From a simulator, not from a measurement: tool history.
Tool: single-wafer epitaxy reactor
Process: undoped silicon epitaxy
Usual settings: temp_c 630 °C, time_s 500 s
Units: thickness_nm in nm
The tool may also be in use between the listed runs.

run    hour  temp_c  time_s  read-back reference wafer on the same gauge, thickness_nm  thickness_nm
  1     0.0     630     500                                                     60.141        53.218
  2    40.6     633     500                                                     60.169        57.097
  3   116.4     630     500                                                     60.253        53.061
  4   191.1     630     500                                                     60.139        53.311
  5   286.4     630     500                                                     60.200        53.018
  6   382.2     630     500                                                     60.231        52.657
  7   458.2     630     500                                                     60.173        52.932
  8   515.2     630     500                                                     60.164        52.841
  9   591.5     630     500                                                     60.132        52.724
 10   641.0     630     500                                                     60.267        52.888
 11   760.1     630     500                                                     60.165        52.908
 12   826.3     640     457                                                     60.207        60.610
 13   882.1     630     500                                                     60.233        52.472
 14   969.2     630     500                                                     60.227        52.551
 15  1048.6     630     544                                                     60.165        57.205
 16  1099.9     630     544                                                     60.204        57.469
 17  1199.7     630     544                                                     60.170        57.265
 18  1258.4     630     595                                                     60.284        62.604
 19  1352.9     630     500                                                     60.191        52.319

The next listed run, before its measurement:
 20  1450.1     619     423                                                          ?             ?

Run 20 gave read-back reference wafer on the same gauge, thickness_nm 60.185, thickness_nm 34.442 nm.
Without the tool's hidden state the same run would have given thickness_nm 35.352 nm.
